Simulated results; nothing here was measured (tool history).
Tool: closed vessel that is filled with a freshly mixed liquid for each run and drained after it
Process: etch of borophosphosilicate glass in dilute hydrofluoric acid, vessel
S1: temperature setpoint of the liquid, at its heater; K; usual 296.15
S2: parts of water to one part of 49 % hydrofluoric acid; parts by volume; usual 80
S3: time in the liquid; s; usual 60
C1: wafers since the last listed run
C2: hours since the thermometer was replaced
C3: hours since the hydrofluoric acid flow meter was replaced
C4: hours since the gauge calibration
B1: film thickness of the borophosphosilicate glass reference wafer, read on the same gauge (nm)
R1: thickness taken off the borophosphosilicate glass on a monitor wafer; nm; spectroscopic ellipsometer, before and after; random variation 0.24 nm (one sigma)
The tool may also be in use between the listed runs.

| run | hour | S1 | S2 | S3 | C1 | C2 | C3 | C4 | B1 | R1 |
|---|---|---|---|---|---|---|---|---|---|---|
| 1 | 0 | 296.15 | 80 | 60 | 0 | 887.7 | 1904.6 | 180.2 | 120.01 | 37.63 |
| 2 | 9.5 | 296.15 | 80 | 60 | 1318 | 897.2 | 1914.1 | 189.7 | 119.98 | 37.16 |
| 3 | 24.6 | 296.15 | 80 | 60 | 2095 | 912.3 | 1929.2 | 204.8 | 120.02 | 37.45 |
| 4 | 39.1 | 299.15 | 80 | 80 | 2012 | 926.8 | 1943.7 | 219.3 | 120.01 | 55.8 |
| 5 | 52.1 | 299.15 | 80 | 80 | 1803 | 939.8 | 1956.7 | 232.3 | 120.01 | 56.09 |
| 6 | 64.9 | 299.15 | 80 | 80 | 1776 | 952.6 | 1969.5 | 245.1 | 120.02 | 56.03 |
| 7 | 75.6 | 292.15 | 80 | 85 | 1484 | 963.3 | 1980.2 | 255.8 | 120 | 44.92 |
| 8 | 90 | 292.15 | 80 | 85 | 1998 | 977.7 | 1994.6 | 270.2 | 120.01 | 44.63 |
| 9 | 101.8 | 296.15 | 80 | 75 | 1637 | 989.5 | 2006.4 | 282 | 119.99 | 46.8 |
| 10 | 111.8 | 296.15 | 80 | 75 | 1387 | 999.5 | 2016.4 | 292 | 120.02 | 46.62 |
| 11 | 124.9 | 296.15 | 80 | 60 | 1817 | 1012.6 | 2029.5 | 305.1 | 120.01 | 36.65 |
|  | 133.2 | gauge calibrated |
| 12 | 139.5 | 296.15 | 80 | 60 | 2025 | 1027.2 | 2044.1 | 6.3 | 120 | 36.88 |
| 13 | 156.3 | 296.15 | 80 | 60 | 2331 | 1044 | 2060.9 | 23.1 | 120.03 | 37.05 |
| 14 | 171.8 | 296.15 | 80 | 60 | 2150 | 1059.5 | 2076.4 | 38.6 | 120.01 | 37.37 |
| 15 | 188.6 | 298.15 | 80 | 75 | 2331 | 1076.3 | 2093.2 | 55.4 | 119.98 | 50.42 |
| 16 | 196.5 | 296.15 | 115 | 75 | 1096 | 1084.2 | 2101.1 | 63.3 | 120 | 30.8 |
|  | 204.7 | hydrofluoric acid flow meter replaced |
| 17 | 209.6 | 296.15 | 80 | 60 | 1679 | 1097.3 | 4.9 | 76.4 | 120 | 41.46 |
| 18 | 227.1 | 296.15 | 80 | 60 | 2428 | 1114.8 | 22.4 | 93.9 | 120.03 | 41.56 |
| 19 | 238 | 299.15 | 80 | 50 | 1512 | 1125.7 | 33.3 | 104.8 | 120.01 | 38.97 |
| 20 | 266.2 | 300.15 | 80 | 60 | 3913 | 1153.9 | 61.5 | 133 | 120.03 | 48.82 |
| 21 | 278.1 | 296.15 | 90 | 75 | 1651 | 1165.8 | 73.4 | 144.9 | 120.02 | 45.86 |
| 22 | 284.2 | 292.15 | 55 | 35 | 846 | 1171.9 | 79.5 | 151 | 119.98 | 30.69 |
| 23 | 298.1 | 297.65 | 45 | 60 | 1928 | 1185.8 | 93.4 | 164.9 | 120.02 | 81.33 |
|  | 301.7 | thermometer replaced |
| 24 | 304.8 | 296.15 | 80 | 60 | 790 | 3.1 | 100.1 | 171.6 | 119.97 | 41.27 |
| 25 | 312.7 | 292.15 | 80 | 60 | 1096 | 11 | 108 | 179.5 | 120.02 | 34.98 |
| 26 | 327.1 | 296.15 | 80 | 60 | 1998 | 25.4 | 122.4 | 193.9 | 120.01 | 41.36 |
| 27 | 372 | 300.65 | 45 | 75 | 6230 | 70.3 | 167.3 | 238.8 | 120 | 116.18 |
| 28 | 389.3 | 296.15 | 80 | 60 | 2400 | 87.6 | 184.6 | 256.1 | 120.01 | 41.56 |

Some steps in R1 between neighbouring runs. How much of each would the tool show without its hidden state too (settings, what came in, random variation), and how much is left for the hidden state, with any gauge scatter that isn't in both results?
The hidden state here: liquid hotter than its thermometer reads (K); hydrofluoric acid flow below the setpoint (%); gauge reads high (%).
Run 15 -> 16: S1 298.15 -> 296.15, S2 80 -> 115. R1 -19.62 nm: hidden state +2.86, all else -22.48.
Run 16 -> 17: S2 115 -> 80, S3 75 -> 60, hydrofluoric acid flow meter replaced. R1 +10.66 nm: hidden state +3.9, all else +6.76.
Run 26 -> 27: S1 296.15 -> 300.65, S2 80 -> 45, S3 60 -> 75. R1 +74.82 nm: hidden state -2.55, all else +77.37.
Run 27 -> 28: S1 300.65 -> 296.15, S2 45 -> 80, S3 75 -> 60. R1 -74.62 nm: hidden state +2.39, all else -77.01.

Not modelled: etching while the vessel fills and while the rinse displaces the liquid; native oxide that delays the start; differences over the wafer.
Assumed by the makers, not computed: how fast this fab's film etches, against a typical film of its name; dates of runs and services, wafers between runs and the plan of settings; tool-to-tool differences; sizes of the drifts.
